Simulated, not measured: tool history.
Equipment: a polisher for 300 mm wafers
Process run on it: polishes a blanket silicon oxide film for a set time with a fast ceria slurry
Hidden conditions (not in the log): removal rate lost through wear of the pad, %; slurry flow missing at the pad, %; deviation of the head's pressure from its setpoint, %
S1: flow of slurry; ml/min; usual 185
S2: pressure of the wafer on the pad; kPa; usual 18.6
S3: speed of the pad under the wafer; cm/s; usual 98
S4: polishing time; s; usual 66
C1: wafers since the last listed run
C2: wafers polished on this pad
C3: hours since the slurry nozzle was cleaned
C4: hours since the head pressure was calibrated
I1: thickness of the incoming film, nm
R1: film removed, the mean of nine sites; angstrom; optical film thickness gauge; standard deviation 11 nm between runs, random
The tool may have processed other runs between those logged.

run,hour,S1,S2,S3,S4,C1,C2,C3,C4,I1,R1
1,0,185,18.6,98,66,0,1020,31.6,328.1,2822.9,8163
2,7.6,185,18.6,98,66,86,1106,39.2,335.7,2818.6,8246
3,22.4,185,13.8,98,66,168,1275,54,350.5,2797.9,6003
4,31.1,185,13.8,98,66,99,1374,62.7,359.2,2831.6,5957
5,39.7,185,18.6,98,66,98,1472,71.3,367.8,2779.4,7989
# hour 53.5: worn pad replaced by a new one
6,54,185,18.6,98,66,117,6,85.6,382.1,2769.2,8870
7,64.9,185,18.6,98,66,124,130,96.5,393,2812.5,8992
8,75.6,185,18.6,98,66,121,252,107.2,403.7,2742.4,8668
9,86,185,18.6,98,66,118,370,117.6,414.1,2782.4,8574
10,92.6,185,18.6,98,66,75,446,124.2,420.7,2764.6,8361
11,134.6,220,18.6,98,66,478,924,166.2,462.7,2789.2,8079
12,144,220,18.6,98,66,107,1032,175.6,472.1,2776,8135
13,155.8,185,18.6,98,66,134,1166,187.4,483.9,2743.2,7890
14,162.7,185,18.6,98,66,78,1245,194.3,490.8,2776.1,7945
15,180.2,185,18.6,98,66,199,1444,211.8,508.3,2815.5,7848
# hour 193.2: worn pad replaced by a new one
16,193.7,155,18.6,98,66,108,5,225.3,521.8,2816.8,8562
# hour 197.1: slurry nozzle cleaned
17,201.1,155,18.6,98,66,72,78,4,529.2,2803.7,8107
18,214,185,18.6,98,66,147,225,16.9,542.1,2838.6,8326
19,224.3,185,18.6,98,66,117,342,27.2,552.4,2770.6,8039
20,231.9,150,18.6,98,86,86,429,34.8,560,2815.8,9827
21,247,185,23.4,132,66,172,601,49.9,575.1,2788.3,12967
22,263.6,185,18.6,98,87,189,791,66.5,591.7,2751.7,9985
# hour 307.7: worn pad replaced by a new one
23,311.3,135,21.4,78,85,498,41,114.2,639.4,2793.6,9233
24,324.7,185,18.6,98,66,152,194,127.6,652.8,2760,8034
25,339.8,185,18.6,98,66,172,366,142.7,667.9,2774.4,7756
26,348.3,185,18.6,98,66,96,463,151.2,676.4,2800.9,7791

Forecast run 27:
27,365.5,185,18.6,98,66,196,659,168.4,693.6,2789.1,?

Run 27 came out at R1 7583 angstrom.
Take away the tool's hidden state, keep the run-to-run variation as it was, and the same run would have given R1 9647 angstrom.

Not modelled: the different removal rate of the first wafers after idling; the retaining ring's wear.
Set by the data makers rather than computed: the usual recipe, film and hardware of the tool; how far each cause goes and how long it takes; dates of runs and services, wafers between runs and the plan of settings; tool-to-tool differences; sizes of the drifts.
